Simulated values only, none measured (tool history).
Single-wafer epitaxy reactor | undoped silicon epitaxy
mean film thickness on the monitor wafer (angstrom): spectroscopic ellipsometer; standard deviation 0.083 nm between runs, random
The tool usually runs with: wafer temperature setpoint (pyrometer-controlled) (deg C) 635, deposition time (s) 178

run	hour	wafer temperature setpoint (pyrometer-controlled) (deg C)	deposition time (s)	read-back reference wafer on the same gauge, thickness_nm	mean film thickness on the monitor wafer (angstrom)
1	0.0	635	178	23.527	223.95
2	156.9	635	178	23.516	223.96
3	229.9	635	178	23.517	224.28
4	267.5	635	178	23.524	224.26
5	336.5	635	169	23.510	213.31
6	413.2	635	169	23.499	212.75
7	463.8	635	169	23.483	211.84
8	522.6	635	178	23.506	222.92
9	616.6	635	178	23.495	223.19
# hour 618.6: gauge calibrated
10	682.2	635	178	23.485	221.88
# hour 734.2: pyrometer calibrated
11	765.5	626	178	23.474	181.02
12	838.4	626	178	23.465	181.72
13	925.7	635	188	23.483	231.53
14	974.5	621	202	23.479	184.51
15	1023.1	630	178	23.504	196.58
16	1065.1	635	169	23.482	207.61

Run 17, settings as shown, results not yet in. Your forecast:
# hour 1142.4: pyrometer calibrated, repeated, since the last time left the tool worse
17	1177.6	635	178	?	?

read-back reference wafer on the same gauge, thickness_nm: 23.487
mean film thickness on the monitor wafer (angstrom): 229.79
Were there no unlogged condition in the tool, this run, its random variation unchanged, would have produced mean film thickness on the monitor wafer (angstrom) 229.79.
